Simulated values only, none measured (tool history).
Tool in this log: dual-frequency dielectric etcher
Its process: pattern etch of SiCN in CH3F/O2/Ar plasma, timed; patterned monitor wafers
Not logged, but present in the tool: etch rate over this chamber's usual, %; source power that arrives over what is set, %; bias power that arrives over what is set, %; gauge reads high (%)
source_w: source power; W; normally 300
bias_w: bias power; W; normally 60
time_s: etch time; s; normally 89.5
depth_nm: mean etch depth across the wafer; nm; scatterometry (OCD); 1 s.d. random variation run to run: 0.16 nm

run	day	source_w	bias_w	time_s	wafers since the last listed run	hours since the last wet clean	hours since the last source power generator calibration	hours since the last bias power generator calibration	hours since the last upper electrode change	hours since the gauge calibration	read-back reference wafer on the same gauge, depth_nm	depth_nm
1	0.000	300	60	89.5	0	157.4	1737.9	2017.3	2415.8	25.3	25.43	27.45
2	2.308	240	60	82.0	369	212.8	1793.3	2072.7	2471.2	80.7	25.52	23.42
3	3.588	240	60	82.0	204	243.5	1824.0	2103.4	2501.9	111.4	25.44	23.69
4	4.808	350	60	89.5	195	272.8	1853.3	2132.7	2531.2	140.7	25.50	29.46
5	6.129	350	60	89.5	211	304.5	1885.0	2164.4	2562.9	172.4	25.49	29.08
6	7.188	350	60	89.5	169	329.9	1910.4	2189.8	2588.3	197.8	25.44	29.13
# day 8.171: source power generator calibrated
7	8.625	300	60	89.5	203	364.4	10.9	2224.3	2622.8	232.3	25.54	28.08
# day 10.408: upper electrode replaced
8	10.429	300	53	62.5	128	407.7	54.2	2267.6	0.5	275.6	25.50	18.90
9	10.946	320	54	112.5	82	420.1	66.6	2280.0	12.9	288.0	25.50	34.59
10	12.412	270	56	89.5	234	455.3	101.8	2315.2	48.1	323.2	25.54	26.67
# day 13.042: gauge calibrated
# day 14.675: wet clean of the chamber
11	14.717	320	54	112.5	208	1.0	157.1	2370.5	103.4	40.2	25.52	35.46
# day 15.162: bias power generator calibrated
12	16.729	260	47	74.0	295	49.3	205.4	37.6	151.7	88.5	25.48	21.27
# day 19.429: wet clean of the chamber, repeated, since the last time left the tool worse
13	19.450	300	60	104.5	275	0.5	270.7	102.9	217.0	153.8	25.48	31.73
14	22.008	300	60	89.5	409	61.9	332.1	164.3	278.4	215.2	25.56	27.37

Selected run-to-run steps in depth_nm, each split into two signed amounts: the part the tool would show with no hidden state at all (from settings, incoming material and random variation), and the remainder, which goes to the hidden state together with any gauge scatter not common to the measured and the hidden-state-free results:
Run 8 -> 9: source_w 300 -> 320, bias_w 53 -> 54, time_s 62.5 -> 112.5. depth_nm +15.69 nm: hidden state +0.44, all else +15.25.
Run 12 -> 13: source_w 260 -> 300, bias_w 47 -> 60, time_s 74.0 -> 104.5, wet clean of the chamber, repeated, since the last time left the tool worse. depth_nm +10.46 nm: hidden state -1.34, all else +11.80.
